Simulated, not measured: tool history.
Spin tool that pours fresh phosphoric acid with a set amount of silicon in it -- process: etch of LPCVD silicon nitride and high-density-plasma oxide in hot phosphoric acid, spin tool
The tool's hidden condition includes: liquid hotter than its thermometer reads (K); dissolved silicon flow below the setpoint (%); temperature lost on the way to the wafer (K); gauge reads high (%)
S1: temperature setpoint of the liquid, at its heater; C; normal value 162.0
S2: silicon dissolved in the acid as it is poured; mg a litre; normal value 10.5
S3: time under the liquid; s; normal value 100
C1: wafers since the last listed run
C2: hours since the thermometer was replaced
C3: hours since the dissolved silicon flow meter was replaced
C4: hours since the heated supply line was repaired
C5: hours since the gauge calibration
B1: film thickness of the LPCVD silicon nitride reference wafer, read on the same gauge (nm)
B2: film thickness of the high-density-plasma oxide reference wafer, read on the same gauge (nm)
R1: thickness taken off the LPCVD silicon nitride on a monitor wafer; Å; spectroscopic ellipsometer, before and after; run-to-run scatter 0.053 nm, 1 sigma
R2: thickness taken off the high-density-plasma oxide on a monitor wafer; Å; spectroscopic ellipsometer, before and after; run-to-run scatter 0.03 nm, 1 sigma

run 1 day=0.000 | S1=162.0 S2=10.5 S3=100 | C1=0 C2=2117.1 C3=795.7 C4=738.1 C5=715.8 | B1=120.01 B2=69.997 | R1=102.9 R2=4.93
run 2 day=1.829 | S1=162.0 S2=10.5 S3=100 | C1=468 C2=2161.0 C3=839.6 C4=782.0 C5=759.7 | B1=120.00 B2=70.020 | R1=104.0 R2=5.68
run 3 day=3.338 | S1=162.0 S2=10.5 S3=100 | C1=386 C2=2197.2 C3=875.8 C4=818.2 C5=795.9 | B1=119.98 B2=69.995 | R1=103.8 R2=5.81
run 4 day=4.417 | S1=162.0 S2=10.5 S3=100 | C1=276 C2=2223.1 C3=901.7 C4=844.1 C5=821.8 | B1=120.00 B2=70.003 | R1=104.1 R2=4.90
run 5 day=6.700 | S1=162.0 S2=10.5 S3=100 | C1=585 C2=2277.9 C3=956.5 C4=898.9 C5=876.6 | B1=119.99 B2=69.984 | R1=104.2 R2=6.03
run 6 day=8.117 | S1=162.0 S2=10.5 S3=100 | C1=363 C2=2311.9 C3=990.5 C4=932.9 C5=910.6 | B1=120.03 B2=69.997 | R1=104.1 R2=5.31
run 7 day=10.100 | S1=162.0 S2=10.5 S3=85 | C1=508 C2=2359.5 C3=1038.1 C4=980.5 C5=958.2 | B1=120.00 B2=69.992 | R1=88.8 R2=5.17
-- day=11.108 gauge calibrated
run 8 day=12.462 | S1=162.0 S2=10.5 S3=85 | C1=605 C2=2416.2 C3=1094.8 C4=1037.2 C5=32.5 | B1=119.99 B2=69.966 | R1=88.6 R2=4.48
run 9 day=13.492 | S1=163.0 S2=19.0 S3=125 | C1=263 C2=2440.9 C3=1119.5 C4=1061.9 C5=57.2 | B1=119.99 B2=69.964 | R1=135.6 R2=6.53
-- day=14.442 heated supply line repaired
-- day=15.396 thermometer replaced
run 10 day=15.796 | S1=163.0 S2=19.0 S3=125 | C1=569 C2=9.6 C3=1174.8 C4=32.5 C5=112.5 | B1=119.98 B2=70.034 | R1=128.3 R2=5.58
run 11 day=17.854 | S1=162.0 S2=10.5 S3=100 | C1=527 C2=59.0 C3=1224.2 C4=81.9 C5=161.9 | B1=120.00 B2=69.957 | R1=98.7 R2=4.81
run 12 day=19.921 | S1=162.0 S2=18.0 S3=50 | C1=529 C2=108.6 C3=1273.8 C4=131.5 C5=211.5 | B1=120.00 B2=70.005 | R1=49.4 R2=2.05
-- day=24.667 dissolved silicon flow meter replaced
run 13 day=26.783 | S1=165.0 S2=10.5 S3=100 | C1=1747 C2=273.3 C3=50.8 C4=296.2 C5=376.2 | B1=119.98 B2=70.019 | R1=110.1 R2=6.59
run 14 day=27.804 | S1=163.0 S2=19.0 S3=125 | C1=261 C2=297.8 C3=75.3 C4=320.7 C5=400.7 | B1=120.00 B2=70.058 | R1=128.6 R2=5.36
run 15 day=30.454 | S1=162.0 S2=13.0 S3=130 | C1=679 C2=361.4 C3=138.9 C4=384.3 C5=464.3 | B1=120.00 B2=70.017 | R1=127.5 R2=6.35
run 16 day=33.442 | S1=163.0 S2=16.5 S3=45 | C1=765 C2=433.1 C3=210.6 C4=456.0 C5=536.0 | B1=119.99 B2=69.981 | R1=45.9 R2=2.06
run 17 day=36.171 | S1=160.0 S2=10.5 S3=100 | C1=699 C2=498.6 C3=276.1 C4=521.5 C5=601.5 | B1=120.00 B2=69.991 | R1=93.4 R2=4.53

What if the next run were any one of these 3? Each begins from the tool's condition after run 17:
run A day=36.188 | S1=162.0 S2=10.5 S3=120 | C1=4 C2=499.0 C3=276.5 C4=521.9 C5=601.9 | B1=? B2=? | R1=? R2=?
run B day=36.188 | S1=163.5 S2=14.0 S3=45 | C1=4 C2=499.0 C3=276.5 C4=521.9 C5=601.9 | B1=? B2=? | R1=? R2=?
run C day=36.188 | S1=160.5 S2=10.5 S3=100 | C1=4 C2=499.0 C3=276.5 C4=521.9 C5=601.9 | B1=? B2=? | R1=? R2=?

run=A B1=119.99 B2=69.972 R1=119.7 R2=6.55
run=B B1=119.99 B2=69.972 R1=47.2 R2=2.53
run=C B1=119.99 B2=69.972 R1=94.9 R2=4.89
Had the tool no hidden state, the same runs would have come out as:
run=A R1=118.5 R2=6.40
run=B R1=46.7 R2=2.47
run=C R1=93.9 R2=4.77
